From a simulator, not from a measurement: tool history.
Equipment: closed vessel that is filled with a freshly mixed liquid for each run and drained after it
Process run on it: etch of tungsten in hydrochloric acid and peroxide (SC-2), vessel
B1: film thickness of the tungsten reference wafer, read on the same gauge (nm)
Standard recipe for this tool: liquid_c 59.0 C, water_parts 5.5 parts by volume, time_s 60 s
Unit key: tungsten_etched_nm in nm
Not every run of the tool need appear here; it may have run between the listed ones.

Run 1, day 0.000: usual settings; B1 125.35. Result: tungsten_etched_nm 60.42 nm.
Run 2, day 4.392: usual settings; B1 124.81. Result: tungsten_etched_nm 60.44 nm.
Run 3, day 6.696: usual settings; B1 124.57. Result: tungsten_etched_nm 60.49 nm.
Run 4, day 8.238: usual settings but water_parts 7.5 parts by volume; B1 124.35. Result: tungsten_etched_nm 47.96 nm.
At day 9.467: chemicals flow meter replaced.
Run 5, day 10.138: usual settings; B1 124.12. Result: tungsten_etched_nm 60.05 nm.
Run 6, day 13.492: usual settings; B1 123.70. Result: tungsten_etched_nm 59.92 nm.
Run 7, day 17.950: usual settings; B1 123.19. Result: tungsten_etched_nm 58.61 nm.
Run 8, day 20.200: usual settings; B1 122.85. Result: tungsten_etched_nm 59.42 nm.
Run 9, day 24.471: usual settings but liquid_c 53.5 C; B1 122.32. Result: tungsten_etched_nm 41.46 nm.
Run 10, day 26.558: usual settings but time_s 35 s; B1 122.09. Result: tungsten_etched_nm 34.43 nm.
At day 27.546: chemicals flow meter replaced.
At day 33.754: new drum of peroxide connected.
Run 11, day 38.183: usual settings but time_s 35 s; B1 120.64. Result: tungsten_etched_nm 34.29 nm.
Run 12, day 42.358: usual settings but liquid_c 50.0 C, water_parts 4.0 parts by volume; B1 120.11. Result: tungsten_etched_nm 40.80 nm.
At day 45.446: chemicals flow meter replaced.
Run 13, day 46.596: usual settings but liquid_c 53.0 C, water_parts 4.0 parts by volume, time_s 75 s; B1 119.60. Result: tungsten_etched_nm 61.49 nm.
At day 49.817: gauge calibrated.
Run 14, day 49.988: usual settings but liquid_c 53.5 C; B1 130.82. Result: tungsten_etched_nm 44.74 nm.
Run 15, day 52.404: usual settings but water_parts 6.5 parts by volume, time_s 30 s; B1 130.48. Result: tungsten_etched_nm 27.95 nm.
At day 53.038: thermometer replaced.
Run 16, day 59.358: usual settings but liquid_c 53.5 C, water_parts 4.0 parts by volume, time_s 30 s; B1 129.63. Result: tungsten_etched_nm 27.65 nm.
At day 60.425: chemicals flow meter replaced.
Run 17, day 63.108: usual settings but water_parts 4.0 parts by volume, time_s 30 s; B1 129.14. Result: tungsten_etched_nm 39.08 nm.

For run 18, what comes out?
Run 18, day 65.379: usual settings but water_parts 7.5 parts by volume, time_s 30 s; B1 ?. Result: tungsten_etched_nm ?.

For run 18 the tool returned B1 128.85, tungsten_etched_nm 24.52 nm.
If the tool had no hidden condition, the same run with the same run-to-run variation would have returned tungsten_etched_nm 24.73 nm.
